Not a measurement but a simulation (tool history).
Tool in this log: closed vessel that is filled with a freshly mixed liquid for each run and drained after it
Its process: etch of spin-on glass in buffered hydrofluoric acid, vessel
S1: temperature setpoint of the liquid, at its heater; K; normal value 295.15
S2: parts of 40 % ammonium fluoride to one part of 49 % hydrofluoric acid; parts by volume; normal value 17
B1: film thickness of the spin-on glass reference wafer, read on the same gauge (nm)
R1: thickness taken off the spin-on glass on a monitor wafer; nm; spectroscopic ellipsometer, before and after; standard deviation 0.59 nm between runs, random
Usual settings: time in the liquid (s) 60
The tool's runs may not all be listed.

Run 1, hour 0: usual settings; B1 120.01. Result: R1 104.07 nm.
Run 2, hour 26.4: usual settings but S2 12 parts by volume, time in the liquid (s) 80; B1 119.99. Result: R1 193.33 nm.
Run 3, hour 59.9: usual settings but S2 12 parts by volume, time in the liquid (s) 80; B1 119.98. Result: R1 194.17 nm.
Run 4, hour 86.5: usual settings; B1 120.01. Result: R1 103.88 nm.
Run 5, hour 112.3: usual settings; B1 119.99. Result: R1 104.35 nm.
Run 6, hour 125.7: usual settings; B1 120. Result: R1 104.45 nm.
Run 7, hour 154: usual settings; B1 120.02. Result: R1 104.75 nm.
Run 8, hour 179.4: usual settings but S2 14.5 parts by volume; B1 120. Result: R1 121.84 nm.
Run 9, hour 191.7: usual settings but S2 14.5 parts by volume; B1 120. Result: R1 122.65 nm.
Run 10, hour 215.5: usual settings but time in the liquid (s) 35; B1 120.01. Result: R1 61.23 nm.
Run 11, hour 239.7: usual settings but time in the liquid (s) 35; B1 120.01. Result: R1 60.7 nm.
Run 12, hour 262.6: usual settings but time in the liquid (s) 35; B1 120.01. Result: R1 61.41 nm.
Run 13, hour 278.7: usual settings but S1 291.65 K, S2 20 parts by volume; B1 120. Result: R1 70.92 nm.
Run 14, hour 358.1: usual settings but S1 291.65 K, S2 20 parts by volume; B1 120.02. Result: R1 71.4 nm.
Run 15, hour 373.6: usual settings; B1 119.99. Result: R1 100.51 nm.
Run 16, hour 398.6: usual settings; B1 120.01. Result: R1 101.74 nm.
Run 17, hour 432.7: usual settings but time in the liquid (s) 75; B1 120. Result: R1 127.74 nm.
Run 18, hour 467: usual settings but S1 290.65 K, time in the liquid (s) 85; B1 120. Result: R1 113.83 nm.
Run 19, hour 489.9: usual settings but S1 297.15 K, time in the liquid (s) 70; B1 120.02. Result: R1 134.35 nm.
Run 20, hour 519.5: usual settings but S1 291.65 K, time in the liquid (s) 30; B1 119.99. Result: R1 42.56 nm.
Run 21, hour 551.9: usual settings but S1 298.65 K, S2 20.5 parts by volume; B1 120. Result: R1 103.01 nm.
Run 22, hour 577.2: usual settings; B1 120.01. Result: R1 102.86 nm.
Run 23, hour 599.2: usual settings; B1 120.02. Result: R1 103.18 nm.
Run 24, hour 618.3: usual settings but S1 291.15 K, time in the liquid (s) 85; B1 119.99. Result: R1 117.93 nm.
Run 25, hour 635.8: usual settings but S1 299.15 K; B1 119.98. Result: R1 129.26 nm.
Run 26, hour 660.5: usual settings; B1 119.98. Result: R1 104.26 nm.
Run 27, hour 693.6: usual settings but S2 11 parts by volume, time in the liquid (s) 45; B1 119.98. Result: R1 120.12 nm.
Run 28, hour 722.4: usual settings but S1 292.15 K, S2 22 parts by volume, time in the liquid (s) 40; B1 119.99. Result: R1 46.48 nm.
Run 29, hour 736.9: usual settings but S1 300.15 K, S2 12.5 parts by volume; B1 120.01. Result: R1 185.35 nm.
Run 30, hour 767.2: usual settings but S1 298.15 K, S2 11.5 parts by volume; B1 120. Result: R1 181.12 nm.
Run 31, hour 789.6: usual settings but S1 296.65 K, S2 10 parts by volume, time in the liquid (s) 70; B1 119.98. Result: R1 223.36 nm.
Run 32, hour 814: usual settings but S2 14.5 parts by volume, time in the liquid (s) 40; B1 120. Result: R1 81.61 nm.
Run 33, hour 838.6: usual settings; B1 120. Result: R1 105.54 nm.
Run 34, hour 857.2: usual settings but S1 297.65 K, time in the liquid (s) 30; B1 120. Result: R1 60.55 nm.

Put back what was entered between runs (3 entries, withheld): which listed runs does each sit between, and how does the hidden state differ from the listed run before to the listed run after?
Runs 12 to 13: thermometer replaced (hour 265.3)
  liquid hotter than its thermometer reads (K): 0.816 -> 0.0286
  measured result minus the result with no hidden state, R1: +2.72 -> +0.12 nm
Runs 13 to 14: hydrofluoric acid flow meter replaced (hour 324)
  liquid hotter than its thermometer reads (K): 0.0286 -> 0.139
  measured result minus the result with no hidden state, R1: +0.12 -> +0.56 nm
Runs 16 to 17: gauge calibrated (hour 410.1)
  liquid hotter than its thermometer reads (K): 0.195 -> 0.242
  measured result minus the result with no hidden state, R1: +1.12 -> +1.68 nm
